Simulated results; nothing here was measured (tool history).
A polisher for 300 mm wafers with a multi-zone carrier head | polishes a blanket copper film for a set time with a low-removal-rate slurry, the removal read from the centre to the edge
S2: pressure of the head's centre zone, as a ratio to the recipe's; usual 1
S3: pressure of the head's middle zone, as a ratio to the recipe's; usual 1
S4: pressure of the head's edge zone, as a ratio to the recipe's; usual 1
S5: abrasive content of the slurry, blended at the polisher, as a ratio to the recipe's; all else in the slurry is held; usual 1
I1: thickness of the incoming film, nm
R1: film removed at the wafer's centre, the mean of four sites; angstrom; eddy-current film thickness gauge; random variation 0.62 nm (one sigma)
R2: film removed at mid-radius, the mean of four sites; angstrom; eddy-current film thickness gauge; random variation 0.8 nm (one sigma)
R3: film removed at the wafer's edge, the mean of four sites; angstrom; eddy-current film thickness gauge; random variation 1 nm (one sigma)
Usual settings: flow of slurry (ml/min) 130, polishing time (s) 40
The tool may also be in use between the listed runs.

run 1 day=0 | flow_of_slurry_(ml/min)=130 S2=1 S3=1 S4=1 S5=1 polishing_time_(s)=40 | I1=1064.2 | R1=735 R2=832 R3=812
-- day=0.042 worn pad replaced by a new one
run 2 day=0.738 | flow_of_slurry_(ml/min)=130 S2=1 S3=1 S4=1 S5=1 polishing_time_(s)=40 | I1=1067.4 | R1=749 R2=845 R3=848
run 3 day=1.075 | flow_of_slurry_(ml/min)=130 S2=1 S3=1 S4=1 S5=1 polishing_time_(s)=40 | I1=1069.5 | R1=754 R2=842 R3=840
run 4 day=1.35 | flow_of_slurry_(ml/min)=130 S2=1 S3=1 S4=1 S5=1 polishing_time_(s)=40 | I1=1075.3 | R1=735 R2=854 R3=836
run 5 day=1.825 | flow_of_slurry_(ml/min)=130 S2=1 S3=1 S4=1 S5=1 polishing_time_(s)=40 | I1=1062.3 | R1=736 R2=841 R3=848
run 6 day=2.45 | flow_of_slurry_(ml/min)=105 S2=1.07 S3=1 S4=1 S5=1 polishing_time_(s)=40 | I1=1068 | R1=745 R2=801 R3=814
run 7 day=3.104 | flow_of_slurry_(ml/min)=105 S2=1.07 S3=1 S4=1 S5=1 polishing_time_(s)=40 | I1=1076 | R1=743 R2=806 R3=804
run 8 day=3.754 | flow_of_slurry_(ml/min)=130 S2=1 S3=0.92 S4=1.08 S5=1 polishing_time_(s)=40 | I1=1048.7 | R1=712 R2=778 R3=872
-- day=4.038 worn pad replaced by a new one
-- day=4.321 centre zone pressure recalibrated
run 9 day=4.85 | flow_of_slurry_(ml/min)=130 S2=1 S3=1 S4=0.96 S5=1 polishing_time_(s)=40 | I1=1076.1 | R1=855 R2=857 R3=845
-- day=5.442 carrier head's membrane replaced by a new one
run 10 day=5.462 | flow_of_slurry_(ml/min)=130 S2=1 S3=1 S4=1 S5=1 polishing_time_(s)=40 | I1=1080.3 | R1=849 R2=830 R3=844
-- day=5.742 slurry nozzle cleaned
run 11 day=6.125 | flow_of_slurry_(ml/min)=130 S2=1 S3=0.96 S4=1.04 S5=1.2 polishing_time_(s)=46 | I1=1077.5 | R1=1024 R2=959 R3=1034
-- day=6.679 edge zone pressure recalibrated
run 12 day=7.3 | flow_of_slurry_(ml/min)=130 S2=1.09 S3=1 S4=1 S5=1 polishing_time_(s)=40 | I1=1065.4 | R1=911 R2=822 R3=833
run 13 day=7.621 | flow_of_slurry_(ml/min)=130 S2=0.9 S3=0.95 S4=1.05 S5=0.7 polishing_time_(s)=40 | I1=1071 | R1=692 R2=713 R3=768
-- day=7.988 worn pad replaced by a new one
run 14 day=8.075 | flow_of_slurry_(ml/min)=130 S2=1.12 S3=1 S4=0.89 S5=1 polishing_time_(s)=40 | I1=1075 | R1=991 R2=880 R3=809
run 15 day=8.525 | flow_of_slurry_(ml/min)=130 S2=1 S3=1.11 S4=1.12 S5=1 polishing_time_(s)=40 | I1=1075.3 | R1=869 R2=923 R3=929

Hidden state or all else? Some run-to-run changes of R1, split into what the settings, what came in and random variation would give without the hidden state, and what is left for the hidden state (with any gauge scatter that isn't in both results):
The hidden state here: removal rate lost through wear of the pad, %; slurry flow missing at the pad, %; deviation of the centre zone's pressure from its setpoint, %; deviation of the edge zone's pressure from its setpoint, %.
Run 8 -> 9: S3 0.92 -> 1, S4 1.08 -> 0.96, worn pad replaced by a new one, centre zone pressure recalibrated. R1 +143 angstrom: hidden state +153, all else -10.
Run 13 -> 14: S2 0.9 -> 1.12, S3 0.95 -> 1, S4 1.05 -> 0.89, S5 0.7 -> 1, worn pad replaced by a new one. R1 +299 angstrom: hidden state +34, all else +265.

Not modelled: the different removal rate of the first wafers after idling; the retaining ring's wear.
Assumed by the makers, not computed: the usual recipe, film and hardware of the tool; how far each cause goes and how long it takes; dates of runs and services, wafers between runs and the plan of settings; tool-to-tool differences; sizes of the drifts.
